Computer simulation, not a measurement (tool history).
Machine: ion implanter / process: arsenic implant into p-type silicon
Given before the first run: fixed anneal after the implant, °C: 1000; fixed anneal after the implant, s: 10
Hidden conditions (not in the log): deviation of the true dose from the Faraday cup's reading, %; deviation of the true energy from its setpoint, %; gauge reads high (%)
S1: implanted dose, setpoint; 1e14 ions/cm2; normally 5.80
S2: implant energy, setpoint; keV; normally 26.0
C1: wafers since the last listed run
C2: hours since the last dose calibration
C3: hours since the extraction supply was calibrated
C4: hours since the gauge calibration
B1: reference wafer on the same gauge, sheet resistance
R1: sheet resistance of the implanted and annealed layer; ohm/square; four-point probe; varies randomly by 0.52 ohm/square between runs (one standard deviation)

{"run": 1, "day": 0.0, "S1": 5.8, "S2": 26.0, "C1": 0, "C2": 819.5, "C3": 1823.9, "C4": 121.6, "B1": 179.01, "R1": 193.75}
{"run": 2, "day": 1.388, "S1": 5.8, "S2": 26.0, "C1": 415, "C2": 852.8, "C3": 1857.2, "C4": 154.9, "B1": 178.94, "R1": 193.15}
{"run": 3, "day": 2.833, "S1": 5.8, "S2": 26.0, "C1": 432, "C2": 887.5, "C3": 1891.9, "C4": 189.6, "B1": 179.11, "R1": 193.75}
{"run": 4, "day": 4.3, "S1": 5.8, "S2": 26.0, "C1": 439, "C2": 922.7, "C3": 1927.1, "C4": 224.8, "B1": 178.86, "R1": 194.46}
{"run": 5, "day": 5.342, "S1": 5.8, "S2": 26.0, "C1": 311, "C2": 947.7, "C3": 1952.1, "C4": 249.8, "B1": 178.89, "R1": 194.55}
{"run": 6, "day": 6.817, "S1": 5.8, "S2": 26.0, "C1": 441, "C2": 983.1, "C3": 1987.5, "C4": 285.2, "B1": 179.02, "R1": 194.19}
{"run": 7, "day": 8.308, "S1": 5.8, "S2": 26.0, "C1": 446, "C2": 1018.9, "C3": 2023.3, "C4": 321.0, "B1": 178.95, "R1": 194.32}
{"day": 8.688, "done": "extraction supply calibrated"}
{"day": 9.538, "done": "Faraday cup replaced and dose calibrated"}
{"run": 8, "day": 9.558, "S1": 7.46, "S2": 20.5, "C1": 174, "C2": 0.5, "C3": 20.9, "C4": 351.0, "B1": 179.13, "R1": 172.77}
{"run": 9, "day": 10.233, "S1": 5.08, "S2": 30.0, "C1": 202, "C2": 16.7, "C3": 37.1, "C4": 367.2, "B1": 178.96, "R1": 209.13}
{"day": 11.217, "done": "gauge calibrated"}
{"run": 10, "day": 11.283, "S1": 7.34, "S2": 28.5, "C1": 314, "C2": 41.9, "C3": 62.3, "C4": 1.6, "B1": 178.94, "R1": 160.93}
{"run": 11, "day": 12.442, "S1": 7.01, "S2": 20.0, "C1": 346, "C2": 69.7, "C3": 90.1, "C4": 29.4, "B1": 179.16, "R1": 179.97}
{"run": 12, "day": 13.862, "S1": 5.23, "S2": 26.0, "C1": 425, "C2": 103.8, "C3": 124.2, "C4": 63.5, "B1": 178.92, "R1": 207.93}
{"run": 13, "day": 14.604, "S1": 6.78, "S2": 35.0, "C1": 222, "C2": 121.6, "C3": 142.0, "C4": 81.3, "B1": 178.92, "R1": 163.86}
{"run": 14, "day": 15.396, "S1": 5.8, "S2": 26.0, "C1": 237, "C2": 140.6, "C3": 161.0, "C4": 100.3, "B1": 178.98, "R1": 193.68}
{"run": 15, "day": 16.442, "S1": 5.8, "S2": 26.0, "C1": 313, "C2": 165.7, "C3": 186.1, "C4": 125.4, "B1": 178.98, "R1": 193.09}

Below are 3 alternative next runs, each starting from the tool's condition after run 15. Predict each:
{"run": "A", "day": 16.458, "S1": 5.8, "S2": 26.0, "C1": 4, "C2": 166.1, "C3": 186.5, "C4": 125.8, "B1": "?", "R1": "?"}
{"run": "B", "day": 16.458, "S1": 6.48, "S2": 21.0, "C1": 4, "C2": 166.1, "C3": 186.5, "C4": 125.8, "B1": "?", "R1": "?"}
{"run": "C", "day": 16.458, "S1": 7.23, "S2": 22.5, "C1": 4, "C2": 166.1, "C3": 186.5, "C4": 125.8, "B1": "?", "R1": "?"}

run=A B1=179.09 R1=193.96
run=B B1=179.09 R1=187.31
run=C B1=179.09 R1=172.40
With no hidden state in the tool, these same runs would have given:
run=A R1=193.96
run=B R1=187.31
run=C R1=172.40
